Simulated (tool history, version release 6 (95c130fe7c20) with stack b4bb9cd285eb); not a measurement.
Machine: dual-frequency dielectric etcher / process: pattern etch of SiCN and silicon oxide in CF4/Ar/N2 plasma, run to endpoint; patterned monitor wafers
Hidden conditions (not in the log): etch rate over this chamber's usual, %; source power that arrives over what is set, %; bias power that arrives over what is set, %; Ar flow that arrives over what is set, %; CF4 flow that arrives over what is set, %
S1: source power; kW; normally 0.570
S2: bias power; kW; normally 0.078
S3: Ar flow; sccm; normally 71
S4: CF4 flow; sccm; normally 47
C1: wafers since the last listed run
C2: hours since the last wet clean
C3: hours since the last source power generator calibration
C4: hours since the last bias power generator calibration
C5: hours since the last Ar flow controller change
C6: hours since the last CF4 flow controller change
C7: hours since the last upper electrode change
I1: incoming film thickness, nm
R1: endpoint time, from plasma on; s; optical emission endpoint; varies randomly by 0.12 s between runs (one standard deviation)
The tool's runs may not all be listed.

run	day	S1	S2	S3	S4	C1	C2	C3	C4	C5	C6	C7	I1	R1
1	0.000	0.570	0.078	71	47	0	19.8	3210.3	1450.4	1138.7	3447.0	2717.9	13.79	13.5
2	4.100	0.570	0.083	71	41	1186	118.2	3308.7	1548.8	1237.1	3545.4	2816.3	13.81	13.8
3	7.338	0.570	0.078	71	47	937	195.9	3386.4	1626.5	1314.8	3623.1	2894.0	13.82	13.6
4	10.375	0.570	0.078	71	47	879	268.8	3459.3	1699.4	1387.7	3696.0	2966.9	13.68	13.4
5	12.775	0.570	0.086	71	47	694	326.4	3516.9	1757.0	1445.3	3753.6	3024.5	13.87	13.3
# day 13.767: Ar flow controller replaced
6	16.896	0.470	0.078	71	47	1120	425.3	3615.8	1855.9	75.1	3852.5	3123.4	13.82	15.1
7	19.304	0.570	0.078	71	47	697	483.1	3673.6	1913.7	132.9	3910.3	3181.2	13.68	13.7
8	23.054	0.570	0.078	71	47	1085	573.1	3763.6	2003.7	222.9	4000.3	3271.2	13.81	13.7
9	25.438	0.570	0.078	71	47	689	630.3	3820.8	2060.9	280.1	4057.5	3328.4	13.77	13.6
# day 27.833: wet clean of the chamber
# day 30.712: CF4 flow controller replaced
10	30.750	0.570	0.078	62	47	1176	70.0	3948.3	2188.4	407.6	0.9	3455.9	13.72	13.1
# day 31.158: bias power generator calibrated
11	32.392	0.680	0.064	60	39	426	109.4	3987.7	29.6	447.0	40.3	3495.3	13.70	12.6
12	35.254	0.570	0.078	71	41	828	178.1	4056.4	98.3	515.7	109.0	3564.0	13.84	14.1
13	37.679	0.570	0.078	78	47	702	236.3	4114.6	156.5	573.9	167.2	3622.2	13.72	14.0
14	40.671	0.640	0.078	66	47	866	308.1	4186.4	228.3	645.7	239.0	3694.0	13.88	12.4
15	45.038	0.570	0.078	71	44	1264	412.9	4291.2	333.1	750.5	343.8	3798.8	13.90	13.7
16	48.254	0.570	0.078	71	36	931	490.1	4368.4	410.3	827.7	421.0	3876.0	13.79	14.2
# day 49.283: upper electrode replaced
# day 50.200: wet clean of the chamber
17	51.588	0.570	0.078	71	52	410	33.3	4448.4	490.3	907.7	501.0	55.3	13.75	13.4
18	55.708	0.570	0.078	88	47	1192	132.2	4547.3	589.2	1006.6	599.9	154.2	13.90	14.5
# day 59.104: source power generator calibrated
19	59.829	0.490	0.072	65	42	1144	231.1	17.4	688.1	1105.5	698.8	253.1	13.90	15.1
20	62.492	0.570	0.078	71	47	770	295.0	81.3	752.0	1169.4	762.7	317.0	13.85	13.7
21	64.317	0.610	0.066	58	56	528	338.8	125.1	795.8	1213.2	806.5	360.8	13.95	12.8
22	66.496	0.700	0.069	55	41	630	391.1	177.4	848.1	1265.5	858.8	413.1	13.88	11.7
23	70.475	0.570	0.078	71	47	1151	486.6	272.9	943.6	1361.0	954.3	508.6	13.88	13.6
# day 74.771: Ar flow controller replaced
# day 74.988: wet clean of the chamber
24	75.008	0.570	0.078	71	47	1176	0.5	381.7	1052.4	5.7	1063.1	617.4	13.82	13.5

Predict the results of run 25:
25	77.775	0.570	0.063	86	47	800	66.9	448.1	1118.8	72.1	1129.5	683.8	13.95	?

{"run 25": {"R1": 15.0}}
On a tool with no hidden condition, and with the same random variation, this run would have come out at R1 15.0 s.
